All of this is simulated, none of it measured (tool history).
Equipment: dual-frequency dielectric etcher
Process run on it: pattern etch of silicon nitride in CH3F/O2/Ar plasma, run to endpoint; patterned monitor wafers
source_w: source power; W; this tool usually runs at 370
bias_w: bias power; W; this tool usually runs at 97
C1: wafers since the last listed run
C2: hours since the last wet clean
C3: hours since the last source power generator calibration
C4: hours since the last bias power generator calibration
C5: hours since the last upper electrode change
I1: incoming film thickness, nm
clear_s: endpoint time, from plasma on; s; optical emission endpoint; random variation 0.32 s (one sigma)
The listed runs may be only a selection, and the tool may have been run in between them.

{"run": 1, "day": 0.0, "source_w": 370, "bias_w": 97, "C1": 0, "C2": 286.1, "C3": 2260.2, "C4": 2711.9, "C5": 5577.4, "I1": 28.34, "clear_s": 39.0}
{"run": 2, "day": 0.696, "source_w": 370, "bias_w": 97, "C1": 169, "C2": 302.8, "C3": 2276.9, "C4": 2728.6, "C5": 5594.1, "I1": 27.98, "clear_s": 38.7}
{"run": 3, "day": 1.146, "source_w": 370, "bias_w": 97, "C1": 109, "C2": 313.6, "C3": 2287.7, "C4": 2739.4, "C5": 5604.9, "I1": 28.61, "clear_s": 39.9}
{"run": 4, "day": 1.533, "source_w": 370, "bias_w": 97, "C1": 94, "C2": 322.9, "C3": 2297.0, "C4": 2748.7, "C5": 5614.2, "I1": 28.41, "clear_s": 38.5}
{"run": 5, "day": 1.946, "source_w": 370, "bias_w": 97, "C1": 100, "C2": 332.8, "C3": 2306.9, "C4": 2758.6, "C5": 5624.1, "I1": 28.24, "clear_s": 38.7}
{"run": 6, "day": 2.246, "source_w": 370, "bias_w": 97, "C1": 73, "C2": 340.0, "C3": 2314.1, "C4": 2765.8, "C5": 5631.3, "I1": 28.42, "clear_s": 38.8}
{"run": 7, "day": 2.562, "source_w": 370, "bias_w": 81, "C1": 77, "C2": 347.6, "C3": 2321.7, "C4": 2773.4, "C5": 5638.9, "I1": 28.56, "clear_s": 43.2}
{"run": 8, "day": 3.229, "source_w": 370, "bias_w": 81, "C1": 162, "C2": 363.6, "C3": 2337.7, "C4": 2789.4, "C5": 5654.9, "I1": 28.55, "clear_s": 43.7}
{"day": 4.771, "done": "upper electrode replaced, of another model than before"}
{"run": 9, "day": 4.792, "source_w": 370, "bias_w": 81, "C1": 137, "C2": 401.1, "C3": 2375.2, "C4": 2826.9, "C5": 0.5, "I1": 28.02, "clear_s": 41.7}
{"run": 10, "day": 4.808, "source_w": 370, "bias_w": 97, "C1": 4, "C2": 401.5, "C3": 2375.6, "C4": 2827.3, "C5": 0.9, "I1": 28.25, "clear_s": 39.1}
{"run": 11, "day": 5.183, "source_w": 370, "bias_w": 112, "C1": 91, "C2": 410.5, "C3": 2384.6, "C4": 2836.3, "C5": 9.9, "I1": 28.24, "clear_s": 37.5}
{"day": 6.329, "done": "wet clean of the chamber"}
{"run": 12, "day": 6.35, "source_w": 370, "bias_w": 112, "C1": 40, "C2": 0.5, "C3": 2412.6, "C4": 2864.3, "C5": 37.9, "I1": 28.6, "clear_s": 35.5}
{"run": 13, "day": 6.367, "source_w": 370, "bias_w": 97, "C1": 4, "C2": 0.9, "C3": 2413.0, "C4": 2864.7, "C5": 38.3, "I1": 28.33, "clear_s": 37.4}
{"run": 14, "day": 6.667, "source_w": 370, "bias_w": 113, "C1": 73, "C2": 8.1, "C3": 2420.2, "C4": 2871.9, "C5": 45.5, "I1": 28.34, "clear_s": 36.2}
{"day": 6.979, "done": "source power generator calibrated"}
{"run": 15, "day": 7.392, "source_w": 330, "bias_w": 105, "C1": 136, "C2": 25.5, "C3": 9.9, "C4": 2889.3, "C5": 62.9, "I1": 28.09, "clear_s": 38.0}
{"day": 8.038, "done": "bias power generator calibrated"}
{"run": 16, "day": 8.058, "source_w": 420, "bias_w": 84, "C1": 121, "C2": 41.5, "C3": 25.9, "C4": 0.5, "C5": 78.9, "I1": 28.28, "clear_s": 37.9}
{"run": 17, "day": 8.871, "source_w": 370, "bias_w": 97, "C1": 198, "C2": 61.0, "C3": 45.4, "C4": 20.0, "C5": 98.4, "I1": 28.3, "clear_s": 37.8}
{"run": 18, "day": 9.488, "source_w": 320, "bias_w": 109, "C1": 150, "C2": 75.8, "C3": 60.2, "C4": 34.8, "C5": 113.2, "I1": 28.54, "clear_s": 38.9}
{"run": 19, "day": 9.783, "source_w": 300, "bias_w": 81, "C1": 72, "C2": 82.9, "C3": 67.3, "C4": 41.9, "C5": 120.3, "I1": 28.39, "clear_s": 44.5}
{"run": 20, "day": 10.483, "source_w": 370, "bias_w": 115, "C1": 170, "C2": 99.7, "C3": 84.1, "C4": 58.7, "C5": 137.1, "I1": 28.12, "clear_s": 35.6}
{"run": 21, "day": 10.742, "source_w": 370, "bias_w": 108, "C1": 63, "C2": 105.9, "C3": 90.3, "C4": 64.9, "C5": 143.3, "I1": 28.28, "clear_s": 36.9}
{"run": 22, "day": 11.258, "source_w": 340, "bias_w": 90, "C1": 126, "C2": 118.3, "C3": 102.7, "C4": 77.3, "C5": 155.7, "I1": 28.22, "clear_s": 40.1}
{"run": 23, "day": 11.812, "source_w": 330, "bias_w": 105, "C1": 135, "C2": 131.6, "C3": 116.0, "C4": 90.6, "C5": 169.0, "I1": 28.15, "clear_s": 38.9}
{"run": 24, "day": 12.262, "source_w": 370, "bias_w": 97, "C1": 109, "C2": 142.4, "C3": 126.8, "C4": 101.4, "C5": 179.8, "I1": 28.47, "clear_s": 38.4}
{"run": 25, "day": 12.646, "source_w": 420, "bias_w": 78, "C1": 93, "C2": 151.6, "C3": 136.0, "C4": 110.6, "C5": 189.0, "I1": 28.02, "clear_s": 38.9}
{"run": 26, "day": 12.95, "source_w": 410, "bias_w": 79, "C1": 74, "C2": 158.9, "C3": 143.3, "C4": 117.9, "C5": 196.3, "I1": 28.3, "clear_s": 39.5}
{"run": 27, "day": 13.65, "source_w": 370, "bias_w": 97, "C1": 170, "C2": 175.7, "C3": 160.1, "C4": 134.7, "C5": 213.1, "I1": 28.39, "clear_s": 38.5}

Below are 5 alternative next runs, each starting from the tool's condition after run 27. Predict each:
{"run": "A", "day": 13.667, "source_w": 370, "bias_w": 97, "C1": 4, "C2": 176.1, "C3": 160.5, "C4": 135.1, "C5": 213.5, "I1": 28.14, "clear_s": "?"}
{"run": "B", "day": 13.667, "source_w": 370, "bias_w": 85, "C1": 4, "C2": 176.1, "C3": 160.5, "C4": 135.1, "C5": 213.5, "I1": 28.14, "clear_s": "?"}
{"run": "C", "day": 13.667, "source_w": 420, "bias_w": 113, "C1": 4, "C2": 176.1, "C3": 160.5, "C4": 135.1, "C5": 213.5, "I1": 28.14, "clear_s": "?"}
{"run": "D", "day": 13.667, "source_w": 440, "bias_w": 82, "C1": 4, "C2": 176.1, "C3": 160.5, "C4": 135.1, "C5": 213.5, "I1": 28.14, "clear_s": "?"}
{"run": "E", "day": 13.667, "source_w": 300, "bias_w": 97, "C1": 4, "C2": 176.1, "C3": 160.5, "C4": 135.1, "C5": 213.5, "I1": 28.14, "clear_s": "?"}

run=A clear_s=38.5
run=B clear_s=40.4
run=C clear_s=34.3
run=D clear_s=37.8
run=E clear_s=42.4
Take away the tool's hidden state, keep each run's random variation, and the runs would have read:
run=A clear_s=37.5
run=B clear_s=39.4
run=C clear_s=33.5
run=D clear_s=36.9
run=E clear_s=41.4
